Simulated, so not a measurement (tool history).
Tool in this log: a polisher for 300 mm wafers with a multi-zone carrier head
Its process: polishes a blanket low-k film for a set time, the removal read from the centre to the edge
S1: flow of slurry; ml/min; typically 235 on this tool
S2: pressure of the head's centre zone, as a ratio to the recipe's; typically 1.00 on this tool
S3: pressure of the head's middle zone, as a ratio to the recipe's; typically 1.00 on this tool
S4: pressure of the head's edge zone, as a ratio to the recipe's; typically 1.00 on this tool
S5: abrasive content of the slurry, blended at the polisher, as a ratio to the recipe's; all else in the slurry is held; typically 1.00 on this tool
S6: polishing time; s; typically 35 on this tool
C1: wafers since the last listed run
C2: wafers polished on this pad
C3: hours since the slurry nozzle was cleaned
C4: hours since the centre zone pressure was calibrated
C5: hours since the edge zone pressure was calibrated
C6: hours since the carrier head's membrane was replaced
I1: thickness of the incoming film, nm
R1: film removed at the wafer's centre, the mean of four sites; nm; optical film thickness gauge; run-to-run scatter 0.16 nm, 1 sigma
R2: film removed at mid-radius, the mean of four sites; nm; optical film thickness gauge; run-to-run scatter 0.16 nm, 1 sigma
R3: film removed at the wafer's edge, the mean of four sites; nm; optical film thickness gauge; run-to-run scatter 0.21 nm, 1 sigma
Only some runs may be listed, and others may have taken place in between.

run	hour	S1	S2	S3	S4	S5	S6	C1	C2	C3	C4	C5	C6	I1	R1	R2	R3
1	0.0	235	1.00	1.00	1.00	1.00	35	0	381	174.8	988.2	409.6	347.8	351.2	16.0	15.8	16.3
2	24.7	235	1.00	1.00	0.91	1.00	35	218	599	199.5	1012.9	434.3	372.5	346.3	15.6	15.8	15.3
3	44.5	235	1.00	1.00	1.00	1.00	35	175	775	219.3	1032.7	454.1	392.3	351.1	15.5	15.7	15.9
4	79.1	235	1.00	1.00	1.00	1.00	35	306	1081	253.9	1067.3	488.7	426.9	347.4	15.2	15.0	15.5
# hour 86.3: worn pad replaced by a new one
5	103.9	235	1.00	1.00	1.00	1.00	35	184	155	278.7	1092.1	513.5	451.7	350.0	15.8	15.9	16.1
# hour 138.3: slurry nozzle cleaned
6	170.7	235	1.00	1.00	1.00	1.00	35	583	738	32.4	1158.9	580.3	518.5	350.0	15.3	15.5	15.7
7	190.9	235	1.00	1.00	1.00	1.00	35	178	917	52.6	1179.1	600.5	538.7	353.4	15.2	15.0	15.4
# hour 205.4: worn pad replaced by a new one
8	216.7	215	1.00	1.00	1.00	1.00	35	193	100	78.4	1204.9	626.3	564.5	356.5	15.9	15.7	15.8
9	241.7	235	0.94	1.00	1.00	1.00	39	221	321	103.4	1229.9	651.3	589.5	347.6	16.7	18.0	18.5
10	259.9	235	1.00	1.04	1.00	1.00	44	161	483	121.6	1248.1	669.5	607.7	354.9	19.5	20.6	20.0
11	287.5	235	1.00	1.00	1.10	1.00	35	244	727	149.2	1275.7	697.1	635.3	345.9	15.8	15.6	16.6
12	331.8	235	1.00	1.00	1.09	1.20	42	392	1120	193.5	1320.0	741.4	679.6	350.0	19.3	19.8	20.9
# hour 340.4: worn pad replaced by a new one
13	352.2	235	1.00	1.04	1.00	1.00	44	145	104	213.9	1340.4	761.8	700.0	350.6	19.8	20.3	20.7
14	374.8	170	1.00	1.10	0.93	0.75	35	200	305	236.5	1363.0	784.4	722.6	341.8	12.7	13.8	12.3
15	388.8	235	0.90	1.00	1.00	1.00	41	124	429	250.5	1377.0	798.4	736.6	352.7	16.5	18.5	18.4
# hour 403.7: carrier head's membrane replaced by a new one
# hour 425.1: edge zone pressure recalibrated
# hour 436.0: centre zone pressure recalibrated
16	467.3	235	1.00	1.00	1.05	0.75	35	615	1045	329.0	31.3	42.2	63.6	349.0	12.8	12.8	13.5
# hour 478.0: worn pad replaced by a new one
17	490.5	235	1.00	1.00	1.00	1.20	35	170	111	352.2	54.5	65.4	86.8	351.9	17.4	17.3	17.4
# hour 496.4: slurry nozzle cleaned
18	525.8	290	0.97	1.04	1.00	1.00	42	303	415	29.4	89.8	100.7	122.1	350.8	18.6	19.9	19.4
# hour 621.0: worn pad replaced by a new one
19	626.9	235	1.00	1.00	1.00	1.00	35	860	51	130.5	190.9	201.8	223.2	352.9	15.7	15.7	16.1

Consider 3 possible next runs. They are alternatives, not a sequence: every one starts from the tool as it was left by run 19. What does each give?
A	627.3	235	0.91	1.00	1.00	1.00	35	3	55	130.9	191.3	202.2	223.6	350.9	?	?	?
B	627.3	275	1.00	1.00	1.00	1.15	35	3	55	130.9	191.3	202.2	223.6	350.9	?	?	?
C	627.3	300	1.04	1.00	1.00	1.30	39	3	55	130.9	191.3	202.2	223.6	350.9	?	?	?

run	R1	R2	R3
A	14.6	15.9	15.8
B	17.4	17.3	17.2
C	21.4	20.5	20.3
With no hidden state in the tool, these same runs would have given:
run	R1	R2	R3
A	14.7	16.0	15.9
B	17.5	17.4	17.3
C	21.5	20.6	20.4
